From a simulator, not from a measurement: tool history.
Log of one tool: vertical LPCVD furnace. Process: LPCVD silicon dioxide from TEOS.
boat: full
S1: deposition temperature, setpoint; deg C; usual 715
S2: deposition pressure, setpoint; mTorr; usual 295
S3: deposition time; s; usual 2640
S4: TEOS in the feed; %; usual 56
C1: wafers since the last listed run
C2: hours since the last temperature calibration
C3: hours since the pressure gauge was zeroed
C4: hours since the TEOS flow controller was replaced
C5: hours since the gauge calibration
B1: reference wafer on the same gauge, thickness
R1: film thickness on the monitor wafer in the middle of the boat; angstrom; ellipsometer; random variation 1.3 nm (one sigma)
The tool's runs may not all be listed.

| run | hour | S1 | S2 | S3 | S4 | C1 | C2 | C3 | C4 | C5 | B1 | R1 |
|---|---|---|---|---|---|---|---|---|---|---|---|---|
| 1 | 0.0 | 715 | 295 | 2640 | 56 | 0 | 1134.4 | 2456.2 | 5096.1 | 2668.2 | 316.79 | 3885.7 |
| 2 | 49.8 | 715 | 295 | 2640 | 56 | 635 | 1184.2 | 2506.0 | 5145.9 | 2718.0 | 317.15 | 3897.6 |
| 3 | 111.1 | 715 | 295 | 2640 | 56 | 782 | 1245.5 | 2567.3 | 5207.2 | 2779.3 | 316.96 | 3871.3 |
| 4 | 142.0 | 715 | 295 | 2640 | 56 | 394 | 1276.4 | 2598.2 | 5238.1 | 2810.2 | 317.36 | 3863.3 |
| 5 | 197.5 | 715 | 295 | 2640 | 56 | 708 | 1331.9 | 2653.7 | 5293.6 | 2865.7 | 317.17 | 3874.8 |
| 6 | 241.6 | 710 | 230 | 2640 | 52 | 562 | 1376.0 | 2697.8 | 5337.7 | 2909.8 | 316.90 | 2960.6 |
| 7 | 270.7 | 715 | 295 | 1710 | 56 | 371 | 1405.1 | 2726.9 | 5366.8 | 2938.9 | 317.00 | 2498.6 |
| 8 | 300.7 | 715 | 295 | 2640 | 61 | 382 | 1435.1 | 2756.9 | 5396.8 | 2968.9 | 316.96 | 4037.9 |
| 9 | 348.5 | 715 | 270 | 2640 | 50 | 610 | 1482.9 | 2804.7 | 5444.6 | 3016.7 | 317.02 | 3509.1 |
| 10 | 411.3 | 715 | 295 | 2340 | 56 | 801 | 1545.7 | 2867.5 | 5507.4 | 3079.5 | 317.01 | 3436.8 |
| 11 | 471.1 | 715 | 295 | 2640 | 56 | 763 | 1605.5 | 2927.3 | 5567.2 | 3139.3 | 316.73 | 3874.1 |
|  | 489.3 | gauge calibrated |
| 12 | 531.1 | 721 | 295 | 2040 | 56 | 765 | 1665.5 | 2987.3 | 5627.2 | 41.8 | 316.88 | 3401.1 |
| 13 | 567.6 | 715 | 295 | 2640 | 56 | 465 | 1702.0 | 3023.8 | 5663.7 | 78.3 | 317.24 | 3908.8 |
|  | 602.1 | pressure gauge zeroed |
|  | 622.0 | thermocouples replaced and temperature profile calibrated |
| 14 | 631.2 | 709 | 295 | 2640 | 56 | 251 | 9.2 | 29.1 | 5727.3 | 141.9 | 316.90 | 3396.4 |
| 15 | 691.7 | 715 | 295 | 2640 | 56 | 772 | 69.7 | 89.6 | 5787.8 | 202.4 | 316.89 | 3875.8 |
|  | 720.8 | TEOS flow controller replaced |
| 16 | 763.4 | 715 | 270 | 2640 | 63 | 608 | 141.4 | 161.3 | 42.6 | 274.1 | 317.01 | 3953.3 |
| 17 | 830.6 | 715 | 275 | 2640 | 60 | 857 | 208.6 | 228.5 | 109.8 | 341.3 | 317.03 | 3898.0 |
| 18 | 881.6 | 723 | 225 | 3510 | 61 | 650 | 259.6 | 279.5 | 160.8 | 392.3 | 316.97 | 5618.9 |
| 19 | 922.1 | 715 | 265 | 2640 | 45 | 516 | 300.1 | 320.0 | 201.3 | 432.8 | 317.05 | 3297.9 |
| 20 | 991.5 | 715 | 360 | 2640 | 56 | 885 | 369.5 | 389.4 | 270.7 | 502.2 | 316.94 | 4299.6 |
| 21 | 1164.2 | 723 | 275 | 3330 | 46 | 2204 | 542.2 | 562.1 | 443.4 | 674.9 | 317.15 | 5123.2 |
| 22 | 1235.3 | 715 | 295 | 2640 | 56 | 907 | 613.3 | 633.2 | 514.5 | 746.0 | 316.95 | 3887.3 |
| 23 | 1287.8 | 705 | 295 | 2010 | 45 | 670 | 665.8 | 685.7 | 567.0 | 798.5 | 317.23 | 2111.5 |
| 24 | 1328.5 | 715 | 325 | 2220 | 56 | 519 | 706.5 | 726.4 | 607.7 | 839.2 | 317.13 | 3429.0 |
| 25 | 1397.7 | 724 | 365 | 2640 | 56 | 883 | 775.7 | 795.6 | 676.9 | 908.4 | 316.79 | 5271.1 |
| 26 | 1442.5 | 715 | 260 | 2640 | 46 | 571 | 820.5 | 840.4 | 721.7 | 953.2 | 316.96 | 3304.7 |
| 27 | 1470.9 | 715 | 295 | 3060 | 56 | 362 | 848.9 | 868.8 | 750.1 | 981.6 | 317.25 | 4469.4 |
| 28 | 1516.9 | 704 | 350 | 1890 | 49 | 587 | 894.9 | 914.8 | 796.1 | 1027.6 | 317.01 | 2206.3 |
| 29 | 1551.7 | 715 | 295 | 2640 | 56 | 444 | 929.7 | 949.6 | 830.9 | 1062.4 | 316.94 | 3872.2 |
| 30 | 1587.6 | 715 | 295 | 2250 | 56 | 458 | 965.6 | 985.5 | 866.8 | 1098.3 | 317.05 | 3314.3 |

Forecast each of these 5 alternatives for the next run:
| A | 1593.1 | 715 | 295 | 1860 | 56 | 70 | 971.1 | 991.0 | 872.3 | 1103.8 | ? | ? |
| B | 1593.1 | 715 | 250 | 2640 | 56 | 70 | 971.1 | 991.0 | 872.3 | 1103.8 | ? | ? |
| C | 1593.1 | 715 | 325 | 2640 | 50 | 70 | 971.1 | 991.0 | 872.3 | 1103.8 | ? | ? |
| D | 1593.1 | 726 | 295 | 1980 | 63 | 70 | 971.1 | 991.0 | 872.3 | 1103.8 | ? | ? |
| E | 1593.1 | 706 | 235 | 1680 | 56 | 70 | 971.1 | 991.0 | 872.3 | 1103.8 | ? | ? |

| run | B1 | R1 |
|---|---|---|
| A | 316.98 | 2733.4 |
| B | 316.98 | 3571.5 |
| C | 316.98 | 3847.9 |
| D | 316.98 | 3944.2 |
| E | 316.98 | 1795.4 |
Without the tool's hidden state the same runs would have given:
| run | R1 |
|---|---|
| A | 2733.4 |
| B | 3571.5 |
| C | 3847.9 |
| D | 3944.2 |
| E | 1795.4 |

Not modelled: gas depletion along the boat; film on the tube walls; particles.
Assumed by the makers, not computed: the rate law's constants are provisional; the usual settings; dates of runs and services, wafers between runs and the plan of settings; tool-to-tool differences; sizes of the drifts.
